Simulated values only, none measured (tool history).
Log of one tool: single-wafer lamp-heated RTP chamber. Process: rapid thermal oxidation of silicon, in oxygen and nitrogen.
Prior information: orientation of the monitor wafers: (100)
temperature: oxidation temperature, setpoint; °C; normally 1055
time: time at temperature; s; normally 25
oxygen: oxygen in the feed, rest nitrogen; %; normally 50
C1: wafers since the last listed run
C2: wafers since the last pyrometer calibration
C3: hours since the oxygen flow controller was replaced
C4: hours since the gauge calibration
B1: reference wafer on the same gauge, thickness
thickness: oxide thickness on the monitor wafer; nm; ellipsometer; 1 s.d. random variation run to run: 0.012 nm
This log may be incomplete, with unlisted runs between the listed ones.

run 1 hour=0.0 | temperature=1055 time=25 oxygen=40 | C1=0 C2=2432 C3=531.7 C4=529.9 | B1=5.143 | thickness=4.139
run 2 hour=51.3 | temperature=1055 time=25 oxygen=40 | C1=679 C2=3112 C3=583.0 C4=581.2 | B1=5.144 | thickness=4.148
run 3 hour=110.6 | temperature=1055 time=25 oxygen=40 | C1=785 C2=3897 C3=642.3 C4=640.5 | B1=5.140 | thickness=4.155
run 4 hour=168.6 | temperature=1055 time=25 oxygen=50 | C1=768 C2=4666 C3=700.3 C4=698.5 | B1=5.139 | thickness=4.469
-- hour=201.0 pyrometer window cleaned and pyrometer calibrated
run 5 hour=201.5 | temperature=1076 time=32 oxygen=50 | C1=329 C2=6 C3=733.2 C4=731.4 | B1=5.140 | thickness=5.501
run 6 hour=226.4 | temperature=1076 time=32 oxygen=50 | C1=329 C2=336 C3=758.1 C4=756.3 | B1=5.141 | thickness=5.536
run 7 hour=274.9 | temperature=1076 time=32 oxygen=50 | C1=642 C2=979 C3=806.6 C4=804.8 | B1=5.138 | thickness=5.566
run 8 hour=315.0 | temperature=1055 time=20 oxygen=50 | C1=531 C2=1510 C3=846.7 C4=844.9 | B1=5.137 | thickness=4.020
run 9 hour=358.9 | temperature=1055 time=20 oxygen=50 | C1=581 C2=2091 C3=890.6 C4=888.8 | B1=5.140 | thickness=4.062
run 10 hour=423.8 | temperature=1055 time=20 oxygen=50 | C1=859 C2=2951 C3=955.5 C4=953.7 | B1=5.139 | thickness=4.080
run 11 hour=450.0 | temperature=1055 time=25 oxygen=50 | C1=347 C2=3298 C3=981.7 C4=979.9 | B1=5.142 | thickness=4.459
-- hour=534.8 pyrometer window cleaned and pyrometer calibrated
run 12 hour=651.7 | temperature=1055 time=25 oxygen=50 | C1=2566 C2=1548 C3=1183.4 C4=1181.6 | B1=5.137 | thickness=4.426
run 13 hour=704.1 | temperature=1055 time=25 oxygen=50 | C1=694 C2=2242 C3=1235.8 C4=1234.0 | B1=5.138 | thickness=4.433
-- hour=718.6 gauge calibrated
run 14 hour=762.5 | temperature=1055 time=25 oxygen=50 | C1=773 C2=3016 C3=1294.2 C4=43.9 | B1=5.138 | thickness=4.443
run 15 hour=830.7 | temperature=1076 time=25 oxygen=50 | C1=903 C2=3919 C3=1362.4 C4=112.1 | B1=5.142 | thickness=5.125
run 16 hour=866.1 | temperature=1076 time=25 oxygen=50 | C1=468 C2=4388 C3=1397.8 C4=147.5 | B1=5.142 | thickness=5.131
-- hour=903.1 pyrometer window cleaned and pyrometer calibrated
run 17 hour=916.8 | temperature=1055 time=25 oxygen=50 | C1=565 C2=180 C3=1448.5 C4=198.2 | B1=5.141 | thickness=4.322
run 18 hour=960.5 | temperature=1055 time=25 oxygen=50 | C1=578 C2=759 C3=1492.2 C4=241.9 | B1=5.139 | thickness=4.379
run 19 hour=1012.9 | temperature=1055 time=25 oxygen=50 | C1=694 C2=1454 C3=1544.6 C4=294.3 | B1=5.139 | thickness=4.411
run 20 hour=1069.3 | temperature=1032 time=19 oxygen=50 | C1=747 C2=2201 C3=1601.0 C4=350.7 | B1=5.141 | thickness=3.446
run 21 hour=1131.1 | temperature=1032 time=19 oxygen=50 | C1=818 C2=3020 C3=1662.8 C4=412.5 | B1=5.138 | thickness=3.468
run 22 hour=1165.2 | temperature=1032 time=25 oxygen=50 | C1=451 C2=3471 C3=1696.9 C4=446.6 | B1=5.139 | thickness=3.854
run 23 hour=1195.4 | temperature=1055 time=31 oxygen=50 | C1=400 C2=3871 C3=1727.1 C4=476.8 | B1=5.138 | thickness=4.879
-- hour=1237.2 pyrometer window cleaned and pyrometer calibrated
run 24 hour=1237.7 | temperature=1055 time=25 oxygen=50 | C1=454 C2=6 C3=1769.4 C4=519.1 | B1=5.137 | thickness=4.310
run 25 hour=1284.7 | temperature=1081 time=25 oxygen=50 | C1=622 C2=629 C3=1816.4 C4=566.1 | B1=5.140 | thickness=5.187
run 26 hour=1323.1 | temperature=1055 time=37 oxygen=22 | C1=508 C2=1137 C3=1854.8 C4=604.5 | B1=5.139 | thickness=3.879
run 27 hour=1348.5 | temperature=1076 time=19 oxygen=64 | C1=336 C2=1474 C3=1880.2 C4=629.9 | B1=5.141 | thickness=4.933
run 28 hour=1379.0 | temperature=1077 time=15 oxygen=50 | C1=404 C2=1878 C3=1910.7 C4=660.4 | B1=5.141 | thickness=4.133
run 29 hour=1416.2 | temperature=1055 time=35 oxygen=72 | C1=492 C2=2371 C3=1947.9 C4=697.6 | B1=5.144 | thickness=5.828
run 30 hour=1449.1 | temperature=1037 time=14 oxygen=50 | C1=435 C2=2807 C3=1980.8 C4=730.5 | B1=5.145 | thickness=3.191
-- hour=1502.1 oxygen flow controller replaced
run 31 hour=1516.3 | temperature=1055 time=25 oxygen=36 | C1=784 C2=3591 C3=14.2 C4=797.7 | B1=5.140 | thickness=4.063
-- hour=1568.7 pyrometer window cleaned and pyrometer calibrated
run 32 hour=1576.8 | temperature=1055 time=25 oxygen=61 | C1=695 C2=107 C3=74.7 C4=858.2 | B1=5.141 | thickness=4.679
run 33 hour=1645.4 | temperature=1074 time=21 oxygen=59 | C1=908 C2=1016 C3=143.3 C4=926.8 | B1=5.139 | thickness=4.955
run 34 hour=1715.4 | temperature=1055 time=20 oxygen=50 | C1=927 C2=1943 C3=213.3 C4=996.8 | B1=5.136 | thickness=4.072
run 35 hour=1771.7 | temperature=1055 time=25 oxygen=50 | C1=745 C2=2689 C3=269.6 C4=1053.1 | B1=5.137 | thickness=4.488
run 36 hour=1823.0 | temperature=1055 time=25 oxygen=62 | C1=679 C2=3369 C3=320.9 C4=1104.4 | B1=5.137 | thickness=4.853
run 37 hour=1857.6 | temperature=1055 time=25 oxygen=50 | C1=458 C2=3827 C3=355.5 C4=1139.0 | B1=5.139 | thickness=4.487
-- hour=1901.5 pyrometer window cleaned and pyrometer calibrated
run 38 hour=1902.0 | temperature=1055 time=25 oxygen=50 | C1=482 C2=7 C3=399.9 C4=1183.4 | B1=5.142 | thickness=4.336

Predict each of these 3 candidate next runs independently; none follows another, all start after run 38:
run A hour=1902.5 | temperature=1033 time=25 oxygen=50 | C1=6 C2=13 C3=400.4 C4=1183.9 | B1=? | thickness=?
run B hour=1902.5 | temperature=1073 time=16 oxygen=50 | C1=6 C2=13 C3=400.4 C4=1183.9 | B1=? | thickness=?
run C hour=1902.5 | temperature=1065 time=21 oxygen=50 | C1=6 C2=13 C3=400.4 C4=1183.9 | B1=? | thickness=?

run=A B1=5.143 thickness=3.775
run=B B1=5.143 thickness=4.089
run=C B1=5.143 thickness=4.327
Stripped of hidden state, with their random variation kept, the same runs would have yielded:
run=A thickness=3.778
run=B thickness=4.093
run=C thickness=4.330

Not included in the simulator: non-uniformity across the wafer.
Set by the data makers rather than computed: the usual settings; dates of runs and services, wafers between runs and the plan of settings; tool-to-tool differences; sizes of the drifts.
